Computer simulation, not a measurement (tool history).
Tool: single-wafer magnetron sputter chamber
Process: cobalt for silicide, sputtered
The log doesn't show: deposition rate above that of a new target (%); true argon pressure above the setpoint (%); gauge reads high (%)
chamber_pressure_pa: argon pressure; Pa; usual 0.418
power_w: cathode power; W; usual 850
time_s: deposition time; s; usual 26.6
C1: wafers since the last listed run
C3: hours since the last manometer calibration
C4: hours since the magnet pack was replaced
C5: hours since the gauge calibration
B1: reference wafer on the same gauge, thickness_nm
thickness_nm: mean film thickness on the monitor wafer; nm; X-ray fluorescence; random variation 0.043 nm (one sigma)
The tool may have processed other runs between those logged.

Run 1, hour 0: usual settings; C1 0; wafers on the sputter target 8658; C3 459.3; C4 6485; C5 715.7; B1 11.709. Result: thickness_nm 10.346 nm.
Run 2, hour 33.5: usual settings but chamber_pressure_pa 0.346 Pa; C1 1318; wafers on the sputter target 9977; C3 492.8; C4 6518.5; C5 749.2; B1 11.681. Result: thickness_nm 10.512 nm.
Run 3, hour 82.1: usual settings; C1 1913; wafers on the sputter target 11890; C3 541.4; C4 6567.1; C5 797.8; B1 11.695. Result: thickness_nm 10.07 nm.
At hour 107.9: sputter target and shields replaced.
Run 4, hour 148.9: usual settings; C1 2314; wafers on the sputter target 1615; C3 608.2; C4 6633.9; C5 864.6; B1 11.689. Result: thickness_nm 10.492 nm.
Run 5, hour 200.2: usual settings; C1 2019; wafers on the sputter target 3634; C3 659.5; C4 6685.2; C5 915.9; B1 11.71. Result: thickness_nm 10.488 nm.
Run 6, hour 230.6: usual settings but chamber_pressure_pa 0.285 Pa, time_s 30.2 s; C1 1196; wafers on the sputter target 4831; C3 689.9; C4 6715.6; C5 946.3; B1 11.704. Result: thickness_nm 12.394 nm.
Run 7, hour 268.4: usual settings but chamber_pressure_pa 0.285 Pa, time_s 30.2 s; C1 1488; wafers on the sputter target 6319; C3 727.7; C4 6753.4; C5 984.1; B1 11.691. Result: thickness_nm 12.284 nm.
Run 8, hour 330.7: usual settings; C1 2452; wafers on the sputter target 8771; C3 790; C4 6815.7; C5 1046.4; B1 11.695. Result: thickness_nm 10.118 nm.
Run 9, hour 368: usual settings but power_w 800 W; C1 1468; wafers on the sputter target 10240; C3 827.3; C4 6853; C5 1083.7; B1 11.698. Result: thickness_nm 9.411 nm.
Run 10, hour 419.7: usual settings; C1 2035; wafers on the sputter target 12275; C3 879; C4 6904.7; C5 1135.4; B1 11.675. Result: thickness_nm 9.868 nm.
At hour 451: sputter target and shields replaced.
Run 11, hour 481.5: usual settings; C1 2117; wafers on the sputter target 1201; C3 940.8; C4 6966.5; C5 1197.2; B1 11.684. Result: thickness_nm 10.273 nm.
At hour 500.7: capacitance manometer re-zeroed and calibrated.
Run 12, hour 513.2: usual settings but time_s 30.5 s; C1 932; wafers on the sputter target 2134; C3 12.5; C4 6998.2; C5 1228.9; B1 11.7. Result: thickness_nm 11.989 nm.
Run 13, hour 568.8: usual settings but time_s 30.5 s; C1 2188; wafers on the sputter target 4322; C3 68.1; C4 7053.8; C5 1284.5; B1 11.688. Result: thickness_nm 11.881 nm.
Run 14, hour 600.8: usual settings but time_s 30.5 s; C1 1259; wafers on the sputter target 5582; C3 100.1; C4 7085.8; C5 1316.5; B1 11.701. Result: thickness_nm 11.894 nm.
Run 15, hour 647.4: usual settings; C1 1834; wafers on the sputter target 7417; C3 146.7; C4 7132.4; C5 1363.1; B1 11.68. Result: thickness_nm 10.339 nm.
Run 16, hour 710.5: usual settings; C1 2484; wafers on the sputter target 9901; C3 209.8; C4 7195.5; C5 1426.2; B1 11.718. Result: thickness_nm 10.11 nm.
At hour 772.4: sputter target and shields replaced.
At hour 800.9: gauge calibrated.
Run 17, hour 818.7: usual settings; C1 3944; wafers on the sputter target 1822; C3 318; C4 7303.7; C5 17.8; B1 11.706. Result: thickness_nm 10.464 nm.
At hour 883.9: magnet pack replaced.
Run 18, hour 888: usual settings; C1 2413; wafers on the sputter target 4236; C3 387.3; C4 4.1; C5 87.1; B1 11.697. Result: thickness_nm 10.484 nm.
Run 19, hour 949.8: usual settings but chamber_pressure_pa 0.489 Pa, power_w 750 W, time_s 25.1 s; C1 2432; wafers on the sputter target 6668; C3 449.1; C4 65.9; C5 148.9; B1 11.693. Result: thickness_nm 8.372 nm.
Run 20, hour 1012.5: usual settings; C1 2468; wafers on the sputter target 9137; C3 511.8; C4 128.6; C5 211.6; B1 11.69. Result: thickness_nm 10.104 nm.
Run 21, hour 1055.4: usual settings but power_w 1000 W, time_s 22.2 s; C1 1688; wafers on the sputter target 10826; C3 554.7; C4 171.5; C5 254.5; B1 11.702. Result: thickness_nm 9.874 nm.
Run 22, hour 1081.8: usual settings but chamber_pressure_pa 0.479 Pa, power_w 1050 W, time_s 28 s; C1 1039; wafers on the sputter target 11865; C3 581.1; C4 197.9; C5 280.9; B1 11.694. Result: thickness_nm 12.703 nm.
At hour 1097.1: sputter target and shields replaced.
Run 23, hour 1147.8: usual settings but chamber_pressure_pa 0.561 Pa, power_w 1000 W, time_s 21.5 s; C1 2283; wafers on the sputter target 1994; C3 647.1; C4 263.9; C5 346.9; B1 11.707. Result: thickness_nm 9.307 nm.
Run 24, hour 1216.6: usual settings but chamber_pressure_pa 0.489 Pa, power_w 950 W, time_s 22.6 s; C1 2708; wafers on the sputter target 4702; C3 715.9; C4 332.7; C5 415.7; B1 11.696. Result: thickness_nm 9.493 nm.
Run 25, hour 1288.1: usual settings but power_w 1050 W; C1 2814; wafers on the sputter target 7517; C3 787.4; C4 404.2; C5 487.2; B1 11.714. Result: thickness_nm 12.58 nm.
Run 26, hour 1313.2: usual settings; C1 988; wafers on the sputter target 8505; C3 812.5; C4 429.3; C5 512.3; B1 11.687. Result: thickness_nm 10.202 nm.
Run 27, hour 1353.9: usual settings but chamber_pressure_pa 0.297 Pa; C1 1602; wafers on the sputter target 10107; C3 853.2; C4 470; C5 553; B1 11.692. Result: thickness_nm 10.572 nm.
Run 28, hour 1402: usual settings; C1 1893; wafers on the sputter target 12001; C3 901.3; C4 518.1; C5 601.1; B1 11.708. Result: thickness_nm 9.941 nm.
At hour 1454.5: sputter target and shields replaced.
Run 29, hour 1457.9: usual settings but time_s 21.8 s; C1 1885; wafers on the sputter target 132; C3 957.2; C4 574; C5 657; B1 11.675. Result: thickness_nm 8.43 nm.
At hour 1493.1: capacitance manometer re-zeroed and calibrated.
Run 30, hour 1505.5: usual settings but chamber_pressure_pa 0.273 Pa, power_w 1050 W; C1 1558; wafers on the sputter target 1691; C3 12.4; C4 621.6; C5 704.6; B1 11.713. Result: thickness_nm 13.583 nm.
Run 31, hour 1558.2: usual settings but chamber_pressure_pa 0.295 Pa; C1 2074; wafers on the sputter target 3766; C3 65.1; C4 674.3; C5 757.3; B1 11.706. Result: thickness_nm 10.841 nm.
Run 32, hour 1613.6: usual settings but power_w 700 W, time_s 31.6 s; C1 2180; wafers on the sputter target 5947; C3 120.5; C4 729.7; C5 812.7; B1 11.699. Result: thickness_nm 10.176 nm.
Run 33, hour 1665.6: usual settings but chamber_pressure_pa 0.363 Pa; C1 2047; wafers on the sputter target 7994; C3 172.5; C4 781.7; C5 864.7; B1 11.696. Result: thickness_nm 10.503 nm.

A few steps of thickness_nm between consecutive runs. Split each: what settings, incoming material and random variation would produce without the hidden state, and what is left over for the hidden state, along with gauge scatter present in only one of the two compared results (measured, and without hidden state):
Run 3 -> 4: sputter target and shields replaced. thickness_nm +0.422 nm: hidden state +0.399, all else +0.023.
Run 22 -> 23: chamber_pressure_pa 0.479 -> 0.561, power_w 1050 -> 1000, time_s 28 -> 21.5, sputter target and shields replaced. thickness_nm -3.396 nm: hidden state +0.571, all else -3.967.
Run 24 -> 25: chamber_pressure_pa 0.489 -> 0.418, power_w 950 -> 1050, time_s 22.6 -> 26.6. thickness_nm +3.087 nm: hidden state -0.205, all else +3.292.
Run 28 -> 29: time_s 26.6 -> 21.8, sputter target and shields replaced. thickness_nm -1.511 nm: hidden state +0.43, all else -1.941.
Run 29 -> 30: chamber_pressure_pa 0.418 -> 0.273, power_w 850 -> 1050, time_s 21.8 -> 26.6, capacitance manometer re-zeroed and calibrated. thickness_nm +5.153 nm: hidden state +0.142, all else +5.011.
